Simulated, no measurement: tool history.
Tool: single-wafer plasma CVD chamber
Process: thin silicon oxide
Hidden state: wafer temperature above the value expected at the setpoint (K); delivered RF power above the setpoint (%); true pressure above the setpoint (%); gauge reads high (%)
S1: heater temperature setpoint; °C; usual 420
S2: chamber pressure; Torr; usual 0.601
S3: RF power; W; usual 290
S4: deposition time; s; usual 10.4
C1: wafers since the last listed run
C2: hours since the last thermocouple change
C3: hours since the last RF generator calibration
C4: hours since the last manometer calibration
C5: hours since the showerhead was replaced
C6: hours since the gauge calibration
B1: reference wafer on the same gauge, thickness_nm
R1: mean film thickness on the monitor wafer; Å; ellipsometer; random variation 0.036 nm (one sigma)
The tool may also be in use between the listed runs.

{"run": 1, "day": 0.0, "S1": 420, "S2": 0.568, "S3": 290, "S4": 10.4, "C1": 0, "C2": 2637.5, "C3": 1165.8, "C4": 1704.9, "C5": 2472.2, "C6": 358.9, "B1": 15.213, "R1": 126.79}
{"run": 2, "day": 0.712, "S1": 420, "S2": 0.568, "S3": 290, "S4": 10.4, "C1": 268, "C2": 2654.6, "C3": 1182.9, "C4": 1722, "C5": 2489.3, "C6": 376, "B1": 15.205, "R1": 126.82}
{"day": 1.138, "done": "gauge calibrated"}
{"run": 3, "day": 1.912, "S1": 420, "S2": 0.601, "S3": 290, "S4": 10.4, "C1": 452, "C2": 2683.4, "C3": 1211.7, "C4": 1750.8, "C5": 2518.1, "C6": 18.6, "B1": 15.215, "R1": 134.48}
{"run": 4, "day": 2.975, "S1": 420, "S2": 0.601, "S3": 290, "S4": 10.4, "C1": 400, "C2": 2708.9, "C3": 1237.2, "C4": 1776.3, "C5": 2543.6, "C6": 44.1, "B1": 15.203, "R1": 134.29}
{"run": 5, "day": 3.642, "S1": 420, "S2": 0.601, "S3": 290, "S4": 10.4, "C1": 251, "C2": 2724.9, "C3": 1253.2, "C4": 1792.3, "C5": 2559.6, "C6": 60.1, "B1": 15.196, "R1": 134.46}
{"run": 6, "day": 4.162, "S1": 420, "S2": 0.601, "S3": 290, "S4": 10.4, "C1": 196, "C2": 2737.4, "C3": 1265.7, "C4": 1804.8, "C5": 2572.1, "C6": 72.6, "B1": 15.19, "R1": 134.43}
{"run": 7, "day": 5.117, "S1": 420, "S2": 0.601, "S3": 290, "S4": 10.4, "C1": 359, "C2": 2760.3, "C3": 1288.6, "C4": 1827.7, "C5": 2595, "C6": 95.5, "B1": 15.198, "R1": 133.8}
{"run": 8, "day": 6.612, "S1": 420, "S2": 0.601, "S3": 290, "S4": 10.4, "C1": 564, "C2": 2796.2, "C3": 1324.5, "C4": 1863.6, "C5": 2630.9, "C6": 131.4, "B1": 15.2, "R1": 134.53}
{"run": 9, "day": 7.825, "S1": 420, "S2": 0.601, "S3": 290, "S4": 10.4, "C1": 457, "C2": 2825.3, "C3": 1353.6, "C4": 1892.7, "C5": 2660, "C6": 160.5, "B1": 15.207, "R1": 133.67}
{"run": 10, "day": 8.879, "S1": 416, "S2": 0.601, "S3": 290, "S4": 11.7, "C1": 397, "C2": 2850.6, "C3": 1378.9, "C4": 1918, "C5": 2685.3, "C6": 185.8, "B1": 15.212, "R1": 150.84}
{"day": 9.325, "done": "showerhead replaced"}
{"day": 9.379, "done": "thermocouple changed; heater temperature recalibrated"}
{"run": 11, "day": 9.742, "S1": 416, "S2": 0.601, "S3": 290, "S4": 11.7, "C1": 178, "C2": 8.7, "C3": 1399.6, "C4": 1938.7, "C5": 10, "C6": 206.5, "B1": 15.196, "R1": 151.08}
{"day": 10.167, "done": "capacitance manometer re-zeroed and calibrated"}
{"run": 12, "day": 11.708, "S1": 430, "S2": 0.681, "S3": 305, "S4": 12.4, "C1": 615, "C2": 55.9, "C3": 1446.8, "C4": 37, "C5": 57.2, "C6": 253.7, "B1": 15.213, "R1": 174.8}
{"run": 13, "day": 13.033, "S1": 420, "S2": 0.601, "S3": 290, "S4": 10.4, "C1": 499, "C2": 87.7, "C3": 1478.6, "C4": 68.8, "C5": 89, "C6": 285.5, "B1": 15.201, "R1": 127.8}
{"day": 14.396, "done": "RF generator calibrated"}
{"run": 14, "day": 14.417, "S1": 420, "S2": 0.464, "S3": 290, "S4": 8.3, "C1": 395, "C2": 120.9, "C3": 0.5, "C4": 102, "C5": 122.2, "C6": 318.7, "B1": 15.193, "R1": 80.82}
{"run": 15, "day": 15.088, "S1": 406, "S2": 0.514, "S3": 290, "S4": 8.9, "C1": 252, "C2": 137, "C3": 16.6, "C4": 118.1, "C5": 138.3, "C6": 334.8, "B1": 15.198, "R1": 97.46}
{"day": 15.404, "done": "gauge calibrated"}
{"run": 16, "day": 16.254, "S1": 420, "S2": 0.601, "S3": 290, "S4": 10.4, "C1": 439, "C2": 165, "C3": 44.6, "C4": 146.1, "C5": 166.3, "C6": 20.4, "B1": 15.184, "R1": 131.75}
{"run": 17, "day": 17.717, "S1": 426, "S2": 0.476, "S3": 305, "S4": 9.3, "C1": 551, "C2": 200.1, "C3": 79.7, "C4": 181.2, "C5": 201.4, "C6": 55.5, "B1": 15.181, "R1": 94.85}
{"run": 18, "day": 19.162, "S1": 420, "S2": 0.601, "S3": 290, "S4": 10.4, "C1": 545, "C2": 234.8, "C3": 114.4, "C4": 215.9, "C5": 236.1, "C6": 90.2, "B1": 15.19, "R1": 132.1}
{"run": 19, "day": 19.854, "S1": 420, "S2": 0.601, "S3": 260, "S4": 10.4, "C1": 260, "C2": 251.4, "C3": 131, "C4": 232.5, "C5": 252.7, "C6": 106.8, "B1": 15.199, "R1": 125.84}
{"run": 20, "day": 20.725, "S1": 420, "S2": 0.601, "S3": 290, "S4": 8.6, "C1": 328, "C2": 272.3, "C3": 151.9, "C4": 253.4, "C5": 273.6, "C6": 127.7, "B1": 15.21, "R1": 109.83}
{"run": 21, "day": 21.454, "S1": 424, "S2": 0.601, "S3": 290, "S4": 10.4, "C1": 274, "C2": 289.8, "C3": 169.4, "C4": 270.9, "C5": 291.1, "C6": 145.2, "B1": 15.202, "R1": 131.95}
{"run": 22, "day": 22.883, "S1": 427, "S2": 0.645, "S3": 305, "S4": 8.5, "C1": 538, "C2": 324.1, "C3": 203.7, "C4": 305.2, "C5": 325.4, "C6": 179.5, "B1": 15.198, "R1": 118.98}
{"run": 23, "day": 23.958, "S1": 415, "S2": 0.601, "S3": 275, "S4": 10.4, "C1": 405, "C2": 349.9, "C3": 229.5, "C4": 331, "C5": 351.2, "C6": 205.3, "B1": 15.206, "R1": 129.5}

Forecast each of these 4 alternatives for the next run:
{"run": "A", "day": 23.975, "S1": 420, "S2": 0.601, "S3": 290, "S4": 10.4, "C1": 6, "C2": 350.3, "C3": 229.9, "C4": 331.4, "C5": 351.6, "C6": 205.7, "B1": "?", "R1": "?"}
{"run": "B", "day": 23.975, "S1": 420, "S2": 0.601, "S3": 335, "S4": 10.4, "C1": 6, "C2": 350.3, "C3": 229.9, "C4": 331.4, "C5": 351.6, "C6": 205.7, "B1": "?", "R1": "?"}
{"run": "C", "day": 23.975, "S1": 406, "S2": 0.673, "S3": 340, "S4": 10.4, "C1": 6, "C2": 350.3, "C3": 229.9, "C4": 331.4, "C5": 351.6, "C6": 205.7, "B1": "?", "R1": "?"}
{"run": "D", "day": 23.975, "S1": 426, "S2": 0.601, "S3": 270, "S4": 9.5, "C1": 6, "C2": 350.3, "C3": 229.9, "C4": 331.4, "C5": 351.6, "C6": 205.7, "B1": "?", "R1": "?"}

run=A B1=15.194 R1=133.25
run=B B1=15.194 R1=141.48
run=C B1=15.194 R1=161.12
run=D B1=15.194 R1=117.43
Without the tool's hidden state the same runs would have given:
run=A R1=132.54
run=B R1=140.71
run=C R1=160.24
run=D R1=116.83

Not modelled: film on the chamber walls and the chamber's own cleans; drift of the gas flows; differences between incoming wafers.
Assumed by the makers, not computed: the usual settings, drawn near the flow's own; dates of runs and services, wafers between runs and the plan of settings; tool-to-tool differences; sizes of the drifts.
